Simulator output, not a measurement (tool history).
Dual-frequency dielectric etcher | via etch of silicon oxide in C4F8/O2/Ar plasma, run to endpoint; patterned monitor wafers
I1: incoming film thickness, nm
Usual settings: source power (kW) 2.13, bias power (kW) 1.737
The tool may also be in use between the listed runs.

run 1 day=0 | source_power_(kW)=2.13 bias_power_(kW)=2.076 | I1=1480.6 | endpoint_time_(s)=287.3
run 2 day=0.446 | source_power_(kW)=2.13 bias_power_(kW)=1.737 | I1=1495.1 | endpoint_time_(s)=307.6
run 3 day=1.046 | source_power_(kW)=2.13 bias_power_(kW)=1.737 | I1=1472 | endpoint_time_(s)=305.2
run 4 day=1.796 | source_power_(kW)=2.13 bias_power_(kW)=1.737 | I1=1468.4 | endpoint_time_(s)=303.6
run 5 day=2.529 | source_power_(kW)=2.13 bias_power_(kW)=1.737 | I1=1477.4 | endpoint_time_(s)=305.2
run 6 day=2.983 | source_power_(kW)=2.13 bias_power_(kW)=1.737 | I1=1489.7 | endpoint_time_(s)=306.4
run 7 day=3.462 | source_power_(kW)=2.13 bias_power_(kW)=1.737 | I1=1494.3 | endpoint_time_(s)=308.7
run 8 day=5.65 | source_power_(kW)=2.13 bias_power_(kW)=1.737 | I1=1486.1 | endpoint_time_(s)=306.6
run 9 day=6.246 | source_power_(kW)=2.13 bias_power_(kW)=1.737 | I1=1487.3 | endpoint_time_(s)=307.4
-- day=6.562 source power generator calibrated
run 10 day=6.717 | source_power_(kW)=2.61 bias_power_(kW)=1.737 | I1=1481.4 | endpoint_time_(s)=278.7
run 11 day=7.158 | source_power_(kW)=2.13 bias_power_(kW)=1.737 | I1=1483.7 | endpoint_time_(s)=305.4
-- day=9.3 upper electrode replaced
-- day=9.408 bias power generator calibrated
-- day=9.529 wet clean of the chamber
run 12 day=9.55 | source_power_(kW)=2.13 bias_power_(kW)=1.336 | I1=1470.6 | endpoint_time_(s)=343.5
run 13 day=9.708 | source_power_(kW)=2.4 bias_power_(kW)=1.737 | I1=1495.1 | endpoint_time_(s)=296.5
run 14 day=10.838 | source_power_(kW)=2.38 bias_power_(kW)=1.737 | I1=1481 | endpoint_time_(s)=293.6
run 15 day=11.212 | source_power_(kW)=2.34 bias_power_(kW)=1.973 | I1=1498.2 | endpoint_time_(s)=284.8
run 16 day=11.838 | source_power_(kW)=2.13 bias_power_(kW)=1.737 | I1=1487.6 | endpoint_time_(s)=311.6

Forecast run 17:
run 17 day=12.508 | source_power_(kW)=2.28 bias_power_(kW)=1.611 | I1=1483.7 | endpoint_time_(s)=?

endpoint time (s): 309.7
Without the tool's hidden state the same run would have given endpoint time (s) 311.7.
